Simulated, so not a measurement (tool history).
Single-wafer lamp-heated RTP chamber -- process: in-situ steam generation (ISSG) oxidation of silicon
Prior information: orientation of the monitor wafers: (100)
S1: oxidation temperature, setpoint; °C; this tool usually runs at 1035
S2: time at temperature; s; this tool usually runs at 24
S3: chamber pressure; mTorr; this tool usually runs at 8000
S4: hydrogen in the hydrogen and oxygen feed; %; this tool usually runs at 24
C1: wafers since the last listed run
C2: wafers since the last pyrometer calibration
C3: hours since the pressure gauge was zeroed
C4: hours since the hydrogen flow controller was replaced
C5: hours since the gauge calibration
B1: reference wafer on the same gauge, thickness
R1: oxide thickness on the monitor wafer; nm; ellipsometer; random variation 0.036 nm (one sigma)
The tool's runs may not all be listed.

Run 1, hour 0: usual settings but S1 1030 °C, S2 22 s; C1 0; C2 1416; C3 3952; C4 5167.4; C5 14.5; B1 6.308. Result: R1 7.445 nm.
Run 2, hour 14.9: usual settings but S1 1030 °C, S2 22 s; C1 173; C2 1589; C3 3966.9; C4 5182.3; C5 29.4; B1 6.297. Result: R1 7.396 nm.
Run 3, hour 44.6: usual settings but S1 1030 °C, S2 22 s; C1 345; C2 1935; C3 3996.6; C4 5212; C5 59.1; B1 6.302. Result: R1 7.409 nm.
Run 4, hour 60.1: usual settings; C1 180; C2 2115; C3 4012.1; C4 5227.5; C5 74.6; B1 6.293. Result: R1 8.028 nm.
Run 5, hour 90.5: usual settings; C1 353; C2 2469; C3 4042.5; C4 5257.9; C5 105; B1 6.301. Result: R1 8.093 nm.
Run 6, hour 109.5: usual settings; C1 221; C2 2691; C3 4061.5; C4 5276.9; C5 124; B1 6.301. Result: R1 8.045 nm.
Run 7, hour 121.6: usual settings; C1 140; C2 2831; C3 4073.6; C4 5289; C5 136.1; B1 6.293. Result: R1 8.094 nm.
Run 8, hour 137.6: usual settings; C1 186; C2 3018; C3 4089.6; C4 5305; C5 152.1; B1 6.293. Result: R1 8.067 nm.
At hour 152: hydrogen flow controller replaced.
Run 9, hour 152.5: usual settings but S1 1046 °C, S2 17 s; C1 80; C2 3098; C3 4104.5; C4 0.5; C5 167; B1 6.301. Result: R1 7.131 nm.
Run 10, hour 169.6: usual settings but S2 19 s; C1 199; C2 3297; C3 4121.6; C4 17.6; C5 184.1; B1 6.305. Result: R1 7.225 nm.
At hour 171.1: gauge calibrated.
At hour 187.7: pyrometer window cleaned and pyrometer calibrated.
Run 11, hour 199.3: usual settings but S1 1047 °C, S3 8600 mTorr, S4 21 %; C1 252; C2 135; C3 4151.3; C4 47.3; C5 28.2; B1 6.3. Result: R1 8.657 nm.
Run 12, hour 223: usual settings but S1 1041 °C, S3 6900 mTorr, S4 30 %; C1 275; C2 411; C3 4175; C4 71; C5 51.9; B1 6.304. Result: R1 9.17 nm.
At hour 247: pyrometer window cleaned and pyrometer calibrated, repeated, since the last time left the tool worse.
Run 13, hour 247.5: usual settings; C1 192; C2 5; C3 4199.5; C4 95.5; C5 76.4; B1 6.285. Result: R1 7.796 nm.
At hour 269.7: pressure gauge zeroed.
Run 14, hour 272.1: usual settings but S1 1044 °C, S3 9300 mTorr; C1 193; C2 198; C3 2.4; C4 120.1; C5 101; B1 6.304. Result: R1 8.067 nm.
Run 15, hour 294.6: usual settings but S1 1046 °C, S2 17 s; C1 261; C2 460; C3 24.9; C4 142.6; C5 123.5; B1 6.313. Result: R1 6.968 nm.
Run 16, hour 312.6: usual settings but S3 8600 mTorr; C1 209; C2 670; C3 42.9; C4 160.6; C5 141.5; B1 6.308. Result: R1 7.89 nm.

Run 17 is up next; what results do you expect?
Run 17, hour 343.8: usual settings but S1 1052 °C, S3 8900 mTorr, S4 30 %; C1 363; C2 1033; C3 74.1; C4 191.8; C5 172.7; B1 ?. Result: R1 ?.

Run 17 measured B1 6.298, R1 9.057 nm.
Take away the tool's hidden state, keep the run-to-run variation as it was, and the same run would have given R1 8.957 nm.
